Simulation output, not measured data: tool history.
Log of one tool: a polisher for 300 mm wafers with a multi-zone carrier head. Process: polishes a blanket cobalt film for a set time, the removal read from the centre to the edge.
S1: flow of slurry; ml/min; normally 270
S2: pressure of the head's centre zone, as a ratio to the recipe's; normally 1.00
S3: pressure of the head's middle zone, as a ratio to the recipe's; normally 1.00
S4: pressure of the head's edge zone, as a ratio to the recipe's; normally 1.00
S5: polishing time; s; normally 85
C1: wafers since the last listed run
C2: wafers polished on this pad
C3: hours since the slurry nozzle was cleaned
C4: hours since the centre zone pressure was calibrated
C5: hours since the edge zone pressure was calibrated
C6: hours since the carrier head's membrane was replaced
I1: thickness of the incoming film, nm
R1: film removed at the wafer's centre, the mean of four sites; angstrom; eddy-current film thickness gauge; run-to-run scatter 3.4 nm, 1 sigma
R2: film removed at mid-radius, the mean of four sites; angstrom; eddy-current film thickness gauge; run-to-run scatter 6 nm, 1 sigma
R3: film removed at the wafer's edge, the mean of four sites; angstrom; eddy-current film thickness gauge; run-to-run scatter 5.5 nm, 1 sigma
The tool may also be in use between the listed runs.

Run 1, day 0.000: usual settings; C1 0; C2 1971; C3 171.8; C4 857.8; C5 753.9; C6 47.1; I1 1265.1. Result: R1 3986 angstrom, R2 4155 angstrom, R3 4012 angstrom.
Run 2, day 1.221: usual settings; C1 229; C2 2200; C3 201.1; C4 887.1; C5 783.2; C6 76.4; I1 1268.4. Result: R1 3909 angstrom, R2 4072 angstrom, R3 3970 angstrom.
At day 2.742: worn pad replaced by a new one.
Run 3, day 3.504: usual settings; C1 397; C2 143; C3 255.9; C4 941.9; C5 838.0; C6 131.2; I1 1240.0. Result: R1 4165 angstrom, R2 4382 angstrom, R3 4377 angstrom.
Run 4, day 4.554: usual settings; C1 197; C2 340; C3 281.1; C4 967.1; C5 863.2; C6 156.4; I1 1248.8. Result: R1 4193 angstrom, R2 4337 angstrom, R3 4272 angstrom.
Run 5, day 5.608: usual settings; C1 198; C2 538; C3 306.4; C4 992.4; C5 888.5; C6 181.7; I1 1248.8. Result: R1 4094 angstrom, R2 4302 angstrom, R3 4297 angstrom.
Run 6, day 9.679: usual settings; C1 764; C2 1303; C3 404.1; C4 1090.1; C5 986.2; C6 279.4; I1 1236.0. Result: R1 4061 angstrom, R2 4268 angstrom, R3 4193 angstrom.
At day 11.692: slurry nozzle cleaned.
Run 7, day 12.517: usual settings; C1 525; C2 1828; C3 19.8; C4 1158.2; C5 1054.3; C6 347.5; I1 1252.6. Result: R1 3991 angstrom, R2 4121 angstrom, R3 4147 angstrom.
Run 8, day 14.367: usual settings but S1 200 ml/min; C1 347; C2 2176; C3 64.2; C4 1202.6; C5 1098.7; C6 391.9; I1 1255.9. Result: R1 3766 angstrom, R2 3970 angstrom, R3 3904 angstrom.
At day 15.529: edge zone pressure recalibrated.
At day 16.858: centre zone pressure recalibrated.
Run 9, day 16.942: usual settings but S2 1.04, S4 1.04, S5 76 s; C1 452; C2 2628; C3 126.0; C4 2.0; C5 33.9; C6 453.7; I1 1277.0. Result: R1 3598 angstrom, R2 3611 angstrom, R3 3615 angstrom.
At day 17.342: worn pad replaced by a new one.
Run 10, day 18.571: usual settings; C1 274; C2 230; C3 165.1; C4 41.1; C5 73.0; C6 492.8; I1 1259.8. Result: R1 4218 angstrom, R2 4358 angstrom, R3 4403 angstrom.
Run 11, day 25.933: usual settings but S2 0.93; C1 1383; C2 1614; C3 341.8; C4 217.8; C5 249.7; C6 669.5; I1 1246.9. Result: R1 3699 angstrom, R2 4182 angstrom, R3 4245 angstrom.
Run 12, day 27.529: usual settings but S2 0.88, S5 113 s; C1 299; C2 1913; C3 380.1; C4 256.1; C5 288.0; C6 707.8; I1 1227.2. Result: R1 4673 angstrom, R2 5425 angstrom, R3 5400 angstrom.
At day 28.633: carrier head's membrane replaced by a new one.
Run 13, day 30.517: usual settings but S2 1.10, S3 0.92; C1 522; C2 2436; C3 451.8; C4 327.8; C5 359.7; C6 45.2; I1 1234.3. Result: R1 4314 angstrom, R2 3754 angstrom, R3 4000 angstrom.
At day 31.392: slurry nozzle cleaned.
At day 32.258: worn pad replaced by a new one.
Run 14, day 38.342: usual settings but S1 330 ml/min, S2 1.08, S3 1.06, S5 75 s; C1 1431; C2 1143; C3 166.8; C4 515.6; C5 547.5; C6 233.0; I1 1260.8. Result: R1 3984 angstrom, R2 3954 angstrom, R3 3820 angstrom.

Forecast run 15:
Run 15, day 39.862: usual settings; C1 285; C2 1429; C3 203.3; C4 552.1; C5 584.0; C6 269.5; I1 1258.3. Result: R1 ?, R2 ?, R3 ?.

R1: 4014 angstrom
R2: 4295 angstrom
R3: 4142 angstrom
With the hidden condition absent and the run-to-run variation left alone, this run would have shown R1 4193 angstrom, R2 4486 angstrom, R3 4326 angstrom.
